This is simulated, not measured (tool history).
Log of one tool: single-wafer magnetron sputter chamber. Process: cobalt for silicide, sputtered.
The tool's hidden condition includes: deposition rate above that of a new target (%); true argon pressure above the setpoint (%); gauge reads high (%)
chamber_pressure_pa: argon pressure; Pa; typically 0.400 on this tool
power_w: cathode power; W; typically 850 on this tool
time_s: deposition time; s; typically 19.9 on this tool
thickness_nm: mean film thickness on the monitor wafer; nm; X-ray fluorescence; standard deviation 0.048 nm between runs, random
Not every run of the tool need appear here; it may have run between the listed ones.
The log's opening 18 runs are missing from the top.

run,hour,chamber_pressure_pa,power_w,time_s,wafers since the last listed run,wafers on the sputter target,hours since the last manometer calibration,hours since the magnet pack was replaced,hours since the gauge calibration,"read-back reference wafer on the same gauge, thickness_nm",thickness_nm
19,1243.2,0.400,850,19.9,3483,15214,585.1,5422.4,254.0,8.730,8.467
20,1292.8,0.400,850,18.8,1886,17101,634.7,5472.0,303.6,8.724,7.919
# hour 1342.3: magnet pack replaced
# hour 1444.0: sputter target and shields replaced
21,1551.5,0.276,1050,16.5,9230,4088,893.4,209.2,562.3,8.716,9.244
22,1598.2,0.346,650,23.7,1776,5864,940.1,255.9,609.0,8.732,8.416
23,1677.8,0.400,850,19.9,3027,8892,1019.7,335.5,688.6,8.722,8.678
24,1754.6,0.349,850,22.2,2921,11813,1096.5,412.3,765.4,8.729,9.771
25,1814.8,0.443,750,17.2,2289,14103,1156.7,472.5,825.6,8.717,6.563
26,1908.4,0.501,1050,22.8,3559,17663,1250.3,566.1,919.2,8.739,11.362
# hour 2022.3: capacitance manometer re-zeroed and calibrated
27,2100.8,0.502,850,23.2,7013,24676,78.5,758.5,1111.6,8.718,9.594
# hour 2117.1: sputter target and shields replaced
28,2150.7,0.400,750,16.0,1593,1276,128.4,808.4,1161.5,8.742,6.460
29,2221.9,0.400,850,19.9,2708,3984,199.6,879.6,1232.7,8.732,8.744
30,2312.1,0.283,850,19.9,3430,7415,289.8,969.8,1322.9,8.735,9.004
31,2365.3,0.400,850,19.9,2023,9438,343.0,1023.0,1376.1,8.731,8.631
32,2416.4,0.351,800,18.8,1943,11382,394.1,1074.1,1427.2,8.739,7.712
33,2488.1,0.303,1000,19.9,2727,14109,465.8,1145.8,1498.9,8.735,10.052
34,2544.2,0.505,850,19.9,2133,16242,521.9,1201.9,1555.0,8.742,8.192
# hour 2636.8: sputter target and shields replaced
35,2637.3,0.500,1050,19.9,3236,18,615.0,1295.0,1648.1,8.730,10.593

4 options for the next run, each taken on its own from the tool as it stands now. Forecast them:
A,2637.7,0.400,850,19.9,15,34,615.4,1295.4,1648.5,?,?
B,2637.7,0.340,850,23.1,15,34,615.4,1295.4,1648.5,?,?
C,2637.7,0.344,700,17.2,15,34,615.4,1295.4,1648.5,?,?
D,2637.7,0.489,1050,22.2,15,34,615.4,1295.4,1648.5,?,?

run,"read-back reference wafer on the same gauge, thickness_nm",thickness_nm
A,8.728,8.976
B,8.728,10.633
C,8.728,6.695
D,8.728,11.704
With the hidden condition removed and each run's random variation left untouched, the same runs would have given:
run,thickness_nm
A,8.979
B,10.637
C,6.697
D,11.708
